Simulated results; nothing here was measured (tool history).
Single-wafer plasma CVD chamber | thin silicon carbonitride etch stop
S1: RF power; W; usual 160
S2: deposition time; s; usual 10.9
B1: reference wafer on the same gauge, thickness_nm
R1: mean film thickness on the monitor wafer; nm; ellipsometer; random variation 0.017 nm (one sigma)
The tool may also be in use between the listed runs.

run	hour	S1	S2	B1	R1
1	0	160	10.9	6.371	5.941
2	21.1	170	11.6	6.371	6.4
3	44.6	170	11.6	6.37	6.421
4	125.6	170	11.6	6.368	6.436
5	138.9	160	10.9	6.37	5.929
6	167.8	160	10.9	6.369	5.901
# hour 188.5: gauge calibrated
7	199.3	160	10.9	6.369	5.881
8	233.1	135	12.9	6.371	6.591
# hour 246.3: thermocouple changed; heater temperature recalibrated
# hour 250.9: showerhead replaced
9	287.1	180	9.3	6.369	5.262
# hour 298.5: RF generator calibrated
10	309.8	160	12.9	6.366	7.038
11	330	180	9.1	6.369	5.16
12	358.8	170	11.6	6.368	6.457
13	385.1	145	10.9	6.371	5.716
14	413.3	180	11.5	6.372	6.489
15	430.6	135	12.6	6.37	6.455

Forecast each of these 4 alternatives for the next run:
A	431	170	10.9	?	?
B	431	160	8.7	?	?
C	431	160	9	?	?
D	431	140	12.6	?	?

run	B1	R1
A	6.368	6.005
B	6.368	4.699
C	6.368	4.861
D	6.368	6.515
Without the tool's hidden state the same runs would have given:
run	R1
A	6.005
B	4.699
C	4.861
D	6.515
